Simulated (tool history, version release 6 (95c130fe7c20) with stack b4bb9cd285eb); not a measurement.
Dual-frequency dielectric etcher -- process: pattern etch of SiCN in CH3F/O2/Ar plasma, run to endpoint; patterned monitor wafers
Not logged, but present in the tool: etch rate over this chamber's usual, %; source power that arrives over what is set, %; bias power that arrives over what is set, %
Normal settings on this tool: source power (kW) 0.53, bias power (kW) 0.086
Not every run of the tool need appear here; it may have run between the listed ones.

| run | day | source power (kW) | bias power (kW) | wafers since the last listed run | hours since the last wet clean | hours since the last source power generator calibration | hours since the last bias power generator calibration | hours since the last upper electrode change | incoming incoming film thickness, nm | endpoint time (s) |
|---|---|---|---|---|---|---|---|---|---|---|
| 1 | 0 | 0.53 | 0.086 | 0 | 300.9 | 2417.4 | 2318.5 | 2781.4 | 10.83 | 26.6 |
| 2 | 0.379 | 0.53 | 0.086 | 194 | 310 | 2426.5 | 2327.6 | 2790.5 | 10.76 | 26.7 |
| 3 | 1.121 | 0.53 | 0.086 | 381 | 327.8 | 2444.3 | 2345.4 | 2808.3 | 10.82 | 26.8 |
| 4 | 1.629 | 0.53 | 0.086 | 261 | 340 | 2456.5 | 2357.6 | 2820.5 | 10.8 | 26.6 |
| 5 | 2.35 | 0.53 | 0.086 | 370 | 357.3 | 2473.8 | 2374.9 | 2837.8 | 10.7 | 26.3 |
| 6 | 2.658 | 0.53 | 0.086 | 158 | 364.7 | 2481.2 | 2382.3 | 2845.2 | 10.87 | 26.6 |
| 7 | 3.146 | 0.53 | 0.086 | 250 | 376.4 | 2492.9 | 2394 | 2856.9 | 10.88 | 26.7 |
| 8 | 3.467 | 0.53 | 0.086 | 164 | 384.1 | 2500.6 | 2401.7 | 2864.6 | 10.84 | 26.8 |
| 9 | 4.029 | 0.53 | 0.086 | 289 | 397.6 | 2514.1 | 2415.2 | 2878.1 | 10.75 | 26.4 |
| 10 | 5.708 | 0.53 | 0.086 | 863 | 437.9 | 2554.4 | 2455.5 | 2918.4 | 10.78 | 26.5 |
|  | 6.154 | source power generator calibrated |
| 11 | 6.379 | 0.53 | 0.086 | 259 | 454 | 5.4 | 2471.6 | 2934.5 | 10.84 | 26.4 |
|  | 7.667 | upper electrode replaced, of another model than before |
| 12 | 7.688 | 0.53 | 0.086 | 158 | 485.4 | 36.8 | 2503 | 0.5 | 10.72 | 26.1 |
| 13 | 7.704 | 0.48 | 0.081 | 8 | 485.8 | 37.2 | 2503.4 | 0.9 | 10.75 | 28.5 |
| 14 | 8.2 | 0.44 | 0.066 | 254 | 497.7 | 49.1 | 2515.3 | 12.8 | 10.81 | 34.7 |
| 15 | 8.862 | 0.62 | 0.073 | 340 | 513.6 | 65 | 2531.2 | 28.7 | 10.81 | 27.2 |
| 16 | 9.267 | 0.53 | 0.086 | 207 | 523.3 | 74.7 | 2540.9 | 38.4 | 10.84 | 26.3 |
| 17 | 9.754 | 0.53 | 0.086 | 250 | 535 | 86.4 | 2552.6 | 50.1 | 10.88 | 26.5 |
| 18 | 10.438 | 0.57 | 0.098 | 351 | 551.4 | 102.8 | 2569 | 66.5 | 10.85 | 23.4 |
| 19 | 11.067 | 0.44 | 0.101 | 323 | 566.5 | 117.9 | 2584.1 | 81.6 | 10.84 | 26 |
| 20 | 11.342 | 0.53 | 0.086 | 141 | 573.1 | 124.5 | 2590.7 | 88.2 | 10.75 | 25.7 |
|  | 11.654 | bias power generator calibrated |
|  | 12.583 | wet clean of the chamber |
| 21 | 12.604 | 0.56 | 0.086 | 85 | 0.5 | 154.8 | 22.8 | 118.5 | 10.8 | 26.4 |
| 22 | 12.617 | 0.65 | 0.075 | 6 | 0.8 | 155.1 | 23.1 | 118.8 | 10.8 | 26.7 |
| 23 | 14.038 | 0.43 | 0.106 | 730 | 34.9 | 189.2 | 57.2 | 152.9 | 10.81 | 26.8 |
| 24 | 14.696 | 0.53 | 0.086 | 338 | 50.7 | 205 | 73 | 168.7 | 10.84 | 27.2 |
| 25 | 15.35 | 0.53 | 0.086 | 336 | 66.4 | 220.7 | 88.7 | 184.4 | 10.79 | 27.1 |
| 26 | 15.754 | 0.64 | 0.086 | 207 | 76.1 | 230.4 | 98.4 | 194.1 | 10.72 | 24.6 |

Below are 4 alternative next runs, each starting from the tool's condition after run 26. Predict each:
| A | 15.771 | 0.53 | 0.086 | 8 | 76.5 | 230.8 | 98.8 | 194.5 | 10.76 | ? |
| B | 15.771 | 0.62 | 0.078 | 8 | 76.5 | 230.8 | 98.8 | 194.5 | 10.76 | ? |
| C | 15.771 | 0.53 | 0.105 | 8 | 76.5 | 230.8 | 98.8 | 194.5 | 10.76 | ? |
| D | 15.771 | 0.66 | 0.098 | 8 | 76.5 | 230.8 | 98.8 | 194.5 | 10.76 | ? |

| run | endpoint time (s) |
|---|---|
| A | 26.9 |
| B | 26.5 |
| C | 23.9 |
| D | 22.4 |
Take away the tool's hidden state, keep each run's random variation, and the runs would have read:
| run | endpoint time (s) |
|---|---|
| A | 27.3 |
| B | 26.8 |
| C | 24.2 |
| D | 22.6 |
